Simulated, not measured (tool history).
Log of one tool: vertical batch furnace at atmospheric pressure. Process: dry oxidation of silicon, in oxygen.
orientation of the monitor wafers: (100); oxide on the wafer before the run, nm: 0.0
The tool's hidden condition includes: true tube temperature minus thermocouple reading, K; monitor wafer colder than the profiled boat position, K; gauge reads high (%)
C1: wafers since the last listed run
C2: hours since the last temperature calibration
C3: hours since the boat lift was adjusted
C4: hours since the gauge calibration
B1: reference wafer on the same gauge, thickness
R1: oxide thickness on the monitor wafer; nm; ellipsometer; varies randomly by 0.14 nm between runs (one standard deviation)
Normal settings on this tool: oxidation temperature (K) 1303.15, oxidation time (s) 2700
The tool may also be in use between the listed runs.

Run 1, hour 0.0: usual settings but oxidation temperature (K) 1319.15; C1 0; C2 2007.5; C3 3855.3; C4 1687.6; B1 46.09. Result: R1 57.01 nm.
At hour 44.2: thermocouples replaced and temperature profile calibrated.
Run 2, hour 64.0: usual settings but oxidation temperature (K) 1319.15; C1 377; C2 19.8; C3 3919.3; C4 1751.6; B1 46.14. Result: R1 57.39 nm.
Run 3, hour 109.5: usual settings but oxidation temperature (K) 1319.15; C1 429; C2 65.3; C3 3964.8; C4 1797.1; B1 46.13. Result: R1 56.99 nm.
Run 4, hour 191.2: usual settings but oxidation time (s) 1860; C1 771; C2 147.0; C3 4046.5; C4 1878.8; B1 46.18. Result: R1 39.68 nm.
Run 5, hour 289.3: usual settings but oxidation time (s) 1860; C1 926; C2 245.1; C3 4144.6; C4 1976.9; B1 46.24. Result: R1 39.57 nm.
Run 6, hour 337.7: usual settings but oxidation time (s) 1860; C1 457; C2 293.5; C3 4193.0; C4 2025.3; B1 46.23. Result: R1 39.75 nm.
Run 7, hour 395.9: usual settings; C1 549; C2 351.7; C3 4251.2; C4 2083.5; B1 46.25. Result: R1 49.86 nm.
Run 8, hour 476.7: usual settings; C1 763; C2 432.5; C3 4332.0; C4 2164.3; B1 46.29. Result: R1 49.77 nm.
Run 9, hour 536.6: usual settings but oxidation time (s) 2340; C1 565; C2 492.4; C3 4391.9; C4 2224.2; B1 46.32. Result: R1 45.54 nm.
Run 10, hour 641.8: usual settings; C1 993; C2 597.6; C3 4497.1; C4 2329.4; B1 46.35. Result: R1 50.08 nm.
Run 11, hour 701.3: usual settings; C1 561; C2 657.1; C3 4556.6; C4 2388.9; B1 46.36. Result: R1 50.00 nm.
Run 12, hour 778.1: usual settings; C1 725; C2 733.9; C3 4633.4; C4 2465.7; B1 46.40. Result: R1 50.16 nm.
Run 13, hour 875.6: usual settings; C1 920; C2 831.4; C3 4730.9; C4 2563.2; B1 46.46. Result: R1 50.09 nm.
Run 14, hour 955.6: usual settings but oxidation time (s) 1710; C1 755; C2 911.4; C3 4810.9; C4 2643.2; B1 46.47. Result: R1 37.98 nm.
Run 15, hour 1001.7: usual settings but oxidation time (s) 1710; C1 435; C2 957.5; C3 4857.0; C4 2689.3; B1 46.49. Result: R1 38.01 nm.
Run 16, hour 1087.9: usual settings but oxidation temperature (K) 1286.15; C1 814; C2 1043.7; C3 4943.2; C4 2775.5; B1 46.54. Result: R1 43.03 nm.
Run 17, hour 1171.4: usual settings but oxidation temperature (K) 1313.15; C1 788; C2 1127.2; C3 5026.7; C4 2859.0; B1 46.57. Result: R1 55.09 nm.
Run 18, hour 1222.5: usual settings but oxidation temperature (K) 1321.15; C1 482; C2 1178.3; C3 5077.8; C4 2910.1; B1 46.62. Result: R1 58.54 nm.
At hour 1272.2: boat lift adjusted.
Run 19, hour 1286.1: usual settings but oxidation temperature (K) 1316.15; C1 373; C2 1241.9; C3 13.9; C4 2973.7; B1 46.65. Result: R1 56.22 nm.
Run 20, hour 1345.2: usual settings but oxidation temperature (K) 1296.15, oxidation time (s) 3690; C1 558; C2 1301.0; C3 73.0; C4 3032.8; B1 46.66. Result: R1 57.60 nm.
At hour 1394.4: gauge calibrated.
Run 21, hour 1408.4: usual settings but oxidation temperature (K) 1325.15, oxidation time (s) 3750; C1 596; C2 1364.2; C3 136.2; C4 14.0; B1 45.61. Result: R1 73.02 nm.
Run 22, hour 1454.4: usual settings; C1 434; C2 1410.2; C3 182.2; C4 60.0; B1 45.64. Result: R1 48.95 nm.
Run 23, hour 1504.1: usual settings but oxidation temperature (K) 1293.15, oxidation time (s) 3660; C1 469; C2 1459.9; C3 231.9; C4 109.7; B1 45.65. Result: R1 54.51 nm.
Run 24, hour 1594.3: usual settings but oxidation time (s) 3210; C1 851; C2 1550.1; C3 322.1; C4 199.9; B1 45.69. Result: R1 55.38 nm.
Run 25, hour 1652.4: usual settings; C1 548; C2 1608.2; C3 380.2; C4 258.0; B1 45.69. Result: R1 49.27 nm.
Run 26, hour 1752.5: usual settings but oxidation temperature (K) 1280.15, oxidation time (s) 1530; C1 945; C2 1708.3; C3 480.3; C4 358.1; B1 45.76. Result: R1 28.66 nm.
At hour 1837.0: thermocouples replaced and temperature profile calibrated.
Run 27, hour 1837.5: usual settings; C1 576; C2 0.5; C3 565.3; C4 443.1; B1 45.78. Result: R1 49.61 nm.
Run 28, hour 1928.1: usual settings; C1 855; C2 91.1; C3 655.9; C4 533.7; B1 45.85. Result: R1 49.43 nm.
Run 29, hour 2023.8: usual settings but oxidation temperature (K) 1314.15, oxidation time (s) 1710; C1 903; C2 186.8; C3 751.6; C4 629.4; B1 45.87. Result: R1 41.17 nm.
Run 30, hour 2128.1: usual settings but oxidation temperature (K) 1322.15, oxidation time (s) 3540; C1 984; C2 291.1; C3 855.9; C4 733.7; B1 45.93. Result: R1 69.16 nm.
Run 31, hour 2308.5: usual settings but oxidation temperature (K) 1316.15, oxidation time (s) 3270; C1 1703; C2 471.5; C3 1036.3; C4 914.1; B1 45.98. Result: R1 62.73 nm.
Run 32, hour 2408.0: usual settings but oxidation temperature (K) 1293.15, oxidation time (s) 1950; C1 939; C2 571.0; C3 1135.8; C4 1013.6; B1 46.03. Result: R1 37.36 nm.
Run 33, hour 2444.1: usual settings but oxidation temperature (K) 1323.15, oxidation time (s) 2190; C1 340; C2 607.1; C3 1171.9; C4 1049.7; B1 46.07. Result: R1 52.17 nm.
Run 34, hour 2521.4: usual settings; C1 730; C2 684.4; C3 1249.2; C4 1127.0; B1 46.10. Result: R1 49.88 nm.
Run 35, hour 2567.4: usual settings; C1 434; C2 730.4; C3 1295.2; C4 1173.0; B1 46.10. Result: R1 49.90 nm.
Run 36, hour 2649.7: usual settings but oxidation time (s) 3660; C1 777; C2 812.7; C3 1377.5; C4 1255.3; B1 46.13. Result: R1 60.25 nm.
Run 37, hour 2711.0: usual settings; C1 578; C2 874.0; C3 1438.8; C4 1316.6; B1 46.20. Result: R1 49.85 nm.
Run 38, hour 2810.5: usual settings but oxidation temperature (K) 1325.15; C1 939; C2 973.5; C3 1538.3; C4 1416.1; B1 46.20. Result: R1 60.63 nm.
Run 39, hour 2854.2: usual settings but oxidation temperature (K) 1281.15, oxidation time (s) 2010; C1 412; C2 1017.2; C3 1582.0; C4 1459.8; B1 46.26. Result: R1 33.93 nm.
Run 40, hour 2922.5: usual settings but oxidation temperature (K) 1315.15, oxidation time (s) 2370; C1 645; C2 1085.5; C3 1650.3; C4 1528.1; B1 46.28. Result: R1 51.31 nm.

Across each entry between runs, compare the hidden state at the last listed run before it with the hidden state at the first listed run after it:
In the gap between runs 1 and 2: thermocouples replaced and temperature profile calibrated (hour 44.2)
  gauge reads high (%): 1.3 -> 1.36
  the result without the hidden state subtracted from the measured one, R1: +0.73 -> +0.77 nm
In the gap between runs 18 and 19: boat lift adjusted (hour 1272.2)
  gauge reads high (%): 2.43 -> 2.49
  the result without the hidden state subtracted from the measured one, R1: +1.39 -> +1.37 nm
In the gap between runs 20 and 21: gauge calibrated (hour 1394.4)
  gauge reads high (%): 2.55 -> 0.266
  the result without the hidden state subtracted from the measured one, R1: +1.43 -> +0.19 nm
In the gap between runs 26 and 27: thermocouples replaced and temperature profile calibrated (hour 1837.0)
  gauge reads high (%): 0.586 -> 0.665
  the result without the hidden state subtracted from the measured one, R1: +0.17 -> +0.33 nm
